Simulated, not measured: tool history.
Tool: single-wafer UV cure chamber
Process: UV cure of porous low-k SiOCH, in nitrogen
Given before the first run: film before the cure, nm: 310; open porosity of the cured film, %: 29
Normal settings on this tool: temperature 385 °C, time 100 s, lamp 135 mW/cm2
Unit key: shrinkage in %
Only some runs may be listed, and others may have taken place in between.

run	day	temperature	time	lamp	wafers since the last listed run	hours since the UV bulbs were replaced	wafers since the quartz window was cleaned	shrinkage
1	0.000	385	100	135	0	2275.6	3136	11.235
2	0.492	385	100	135	97	2287.4	3234	11.020
3	0.783	376	100	135	58	2294.4	3292	11.098
4	1.504	376	100	135	143	2311.7	3436	11.033
5	2.021	376	100	135	102	2324.1	3539	10.940
6	2.475	385	100	135	90	2335.0	3629	10.937
7	3.083	385	100	135	121	2349.6	3751	10.951
8	3.588	385	100	135	100	2361.7	3851	10.990
9	4.138	385	100	135	109	2374.9	3961	11.013
10	4.812	385	100	135	134	2391.1	4095	10.813
11	5.325	381	100	135	102	2403.4	4197	10.796
# day 5.983: quartz window cleaned
12	6.004	369	100	135	68	2419.7	3	11.611
13	6.292	385	100	135	57	2426.6	61	11.903
14	6.946	367	100	102	130	2442.3	191	10.041
15	7.362	395	75	146	82	2452.3	274	10.818
16	8.042	385	100	135	135	2468.6	409	11.846
17	8.525	385	100	108	96	2480.2	505	10.665
18	9.067	395	80	103	107	2493.2	613	9.443
# day 9.688: UV bulbs replaced
19	9.708	385	100	135	61	0.5	675	11.791
20	9.988	385	145	99	55	7.2	730	12.090
21	10.533	385	100	135	108	20.3	839	11.775
22	11.108	385	60	135	114	34.1	954	9.091
23	12.412	365	70	135	259	65.4	1213	9.482

For each run, the measured value with the value that run would have given without the tool's hidden condition subtracted. The run-to-run variation is shared by both, the gauge scatter possibly not:
The hidden state here: lamp output below its setpoint, %; transmission lost against a clean window, %.
run	shrinkage
1	-0.515
2	-0.537
3	-0.569
4	-0.618
5	-0.651
6	-0.675
7	-0.725
8	-0.770
9	-0.820
10	-0.866
11	-0.919
12	-0.030
13	-0.030
14	-0.031
15	-0.032
16	-0.037
17	-0.041
18	-0.046
19	-0.055
20	-0.059
21	-0.068
22	-0.074
23	-0.102

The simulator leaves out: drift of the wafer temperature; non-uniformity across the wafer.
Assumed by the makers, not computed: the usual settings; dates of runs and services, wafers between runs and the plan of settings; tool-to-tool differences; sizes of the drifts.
